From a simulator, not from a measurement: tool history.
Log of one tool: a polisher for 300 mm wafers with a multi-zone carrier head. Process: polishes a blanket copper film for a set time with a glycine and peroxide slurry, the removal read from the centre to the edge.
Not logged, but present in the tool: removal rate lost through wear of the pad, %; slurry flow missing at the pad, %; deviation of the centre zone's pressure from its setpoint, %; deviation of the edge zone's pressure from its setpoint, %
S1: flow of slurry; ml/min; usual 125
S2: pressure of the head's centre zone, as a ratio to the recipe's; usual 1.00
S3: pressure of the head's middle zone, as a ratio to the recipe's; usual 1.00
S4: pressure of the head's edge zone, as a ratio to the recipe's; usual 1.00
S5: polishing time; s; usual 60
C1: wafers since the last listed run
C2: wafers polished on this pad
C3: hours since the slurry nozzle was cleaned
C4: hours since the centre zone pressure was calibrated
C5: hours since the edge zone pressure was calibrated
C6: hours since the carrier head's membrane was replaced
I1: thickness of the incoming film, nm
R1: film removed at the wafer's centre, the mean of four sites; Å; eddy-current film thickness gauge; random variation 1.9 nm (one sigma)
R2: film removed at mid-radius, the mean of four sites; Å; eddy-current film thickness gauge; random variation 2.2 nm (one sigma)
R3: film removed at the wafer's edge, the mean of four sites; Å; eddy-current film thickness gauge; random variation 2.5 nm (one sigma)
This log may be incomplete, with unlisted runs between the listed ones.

Run 1, hour 0.0: usual settings; C1 0; C2 4512; C3 86.7; C4 22.7; C5 738.5; C6 928.4; I1 1223.3. Result: R1 2191 Å, R2 2150 Å, R3 2185 Å.
At hour 90.1: worn pad replaced by a new one.
Run 2, hour 99.7: usual settings but S4 0.96; C1 679; C2 68; C3 186.4; C4 122.4; C5 838.2; C6 1028.1; I1 1248.5. Result: R1 2140 Å, R2 2139 Å, R3 2145 Å.
At hour 124.5: edge zone pressure recalibrated.
Run 3, hour 136.6: usual settings but S5 73 s; C1 247; C2 315; C3 223.3; C4 159.3; C5 12.1; C6 1065.0; I1 1237.9. Result: R1 2607 Å, R2 2659 Å, R3 2615 Å.
Run 4, hour 218.4: usual settings but S1 85 ml/min, S4 0.95; C1 580; C2 896; C3 305.1; C4 241.1; C5 93.9; C6 1146.8; I1 1257.6. Result: R1 1911 Å, R2 2017 Å, R3 2035 Å.
Run 5, hour 276.8: usual settings but S2 0.89, S4 1.05, S5 75 s; C1 414; C2 1311; C3 363.5; C4 299.5; C5 152.3; C6 1205.2; I1 1255.1. Result: R1 2342 Å, R2 2738 Å, R3 2798 Å.
At hour 322.6: carrier head's membrane replaced by a new one.
Run 6, hour 380.8: usual settings; C1 703; C2 2014; C3 467.5; C4 403.5; C5 256.3; C6 58.2; I1 1242.4. Result: R1 2042 Å, R2 2164 Å, R3 2184 Å.
Run 7, hour 475.4: usual settings but S4 0.96; C1 671; C2 2686; C3 562.1; C4 498.1; C5 350.9; C6 152.8; I1 1241.0. Result: R1 2045 Å, R2 2164 Å, R3 2105 Å.
Run 8, hour 550.6: usual settings; C1 534; C2 3220; C3 637.3; C4 573.3; C5 426.1; C6 228.0; I1 1271.4. Result: R1 2045 Å, R2 2124 Å, R3 2176 Å.
At hour 614.9: slurry nozzle cleaned.
Run 9, hour 642.5: usual settings but S1 95 ml/min, S2 0.94, S4 1.07, S5 50 s; C1 645; C2 3866; C3 27.6; C4 665.2; C5 518.0; C6 319.9; I1 1276.0. Result: R1 1514 Å, R2 1720 Å, R3 1792 Å.
Run 10, hour 692.2: usual settings but S3 0.89, S4 1.10, S5 54 s; C1 352; C2 4219; C3 77.3; C4 714.9; C5 567.7; C6 369.6; I1 1255.0. Result: R1 1829 Å, R2 1747 Å, R3 2048 Å.
At hour 780.0: centre zone pressure recalibrated.
Run 11, hour 783.8: usual settings but S5 78 s; C1 636; C2 4855; C3 168.9; C4 3.8; C5 659.3; C6 461.2; I1 1247.3. Result: R1 2851 Å, R2 2819 Å, R3 2804 Å.
At hour 863.1: edge zone pressure recalibrated.
Run 12, hour 877.6: usual settings but S1 160 ml/min; C1 651; C2 5507; C3 262.7; C4 97.6; C5 14.5; C6 555.0; I1 1243.3. Result: R1 2260 Å, R2 2275 Å, R3 2228 Å.
At hour 900.0: worn pad replaced by a new one.
Run 13, hour 955.9: usual settings but S1 145 ml/min; C1 527; C2 396; C3 341.0; C4 175.9; C5 92.8; C6 633.3; I1 1246.7. Result: R1 2195 Å, R2 2221 Å, R3 2215 Å.
Run 14, hour 1052.3: usual settings; C1 684; C2 1081; C3 437.4; C4 272.3; C5 189.2; C6 729.7; I1 1268.2. Result: R1 2094 Å, R2 2181 Å, R3 2133 Å.
Run 15, hour 1114.4: usual settings but S2 0.92, S3 0.89, S4 0.95; C1 441; C2 1522; C3 499.5; C4 334.4; C5 251.3; C6 791.8; I1 1253.4. Result: R1 1912 Å, R2 2012 Å, R3 2081 Å.
Run 16, hour 1174.0: usual settings but S3 0.90, S5 71 s; C1 423; C2 1945; C3 559.1; C4 394.0; C5 310.9; C6 851.4; I1 1260.4. Result: R1 2427 Å, R2 2339 Å, R3 2519 Å.
Run 17, hour 1244.4: usual settings but S4 0.92; C1 499; C2 2445; C3 629.5; C4 464.4; C5 381.3; C6 921.8; I1 1254.3. Result: R1 2059 Å, R2 2159 Å, R3 2049 Å.
Run 18, hour 1307.1: usual settings; C1 445; C2 2891; C3 692.2; C4 527.1; C5 444.0; C6 984.5; I1 1239.1. Result: R1 2059 Å, R2 2155 Å, R3 2155 Å.
At hour 1323.2: slurry nozzle cleaned.
Run 19, hour 1348.3: usual settings but S1 165 ml/min; C1 285; C2 3176; C3 25.1; C4 568.3; C5 485.2; C6 1025.7; I1 1243.3. Result: R1 2172 Å, R2 2275 Å, R3 2254 Å.

Run 20, settings as shown, results not yet in. Your forecast:
Run 20, hour 1401.7: usual settings but S1 140 ml/min; C1 379; C2 3556; C3 78.5; C4 621.7; C5 538.6; C6 1079.1; I1 1259.5. Result: R1 ?, R2 ?, R3 ?.

R1: 2096 Å
R2: 2200 Å
R3: 2159 Å
Were there no unlogged condition in the tool, this run, its random variation unchanged, would have produced R1 2254 Å, R2 2200 Å, R3 2159 Å.
